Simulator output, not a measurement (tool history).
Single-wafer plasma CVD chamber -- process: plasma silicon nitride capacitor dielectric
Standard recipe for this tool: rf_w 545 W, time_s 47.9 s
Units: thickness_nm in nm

run   hour  rf_w  time_s  read-back reference wafer on the same gauge, thickness_nm  thickness_nm
  1      0   545    47.9                                                     63.088         78.66
  2   69.8   545    47.9                                                     63.133        78.416
  3  186.3   470    47.9                                                      63.12        74.102
     341.5  -- RF generator calibrated
  4  352.7   470    47.9                                                      63.08        73.981
  5  404.4   495      42                                                     63.099        66.199
     427.8  -- gauge calibrated
  6  436.2   495      42                                                     63.114        66.379
  7  460.5   495      42                                                       63.1        66.496
  8  527.6   640    53.5                                                     63.116        94.101

Estimate the outcome of run 9 from the log above:
     567.1  -- showerhead replaced
  9  593.6   635    54.4                                                          ?             ?

{"run 9": {"read-back reference wafer on the same gauge, thickness_nm": 63.198, "thickness_nm": 95.609}}
The same run, on a tool lacking any hidden state, would have yielded thickness_nm 95.609 nm.

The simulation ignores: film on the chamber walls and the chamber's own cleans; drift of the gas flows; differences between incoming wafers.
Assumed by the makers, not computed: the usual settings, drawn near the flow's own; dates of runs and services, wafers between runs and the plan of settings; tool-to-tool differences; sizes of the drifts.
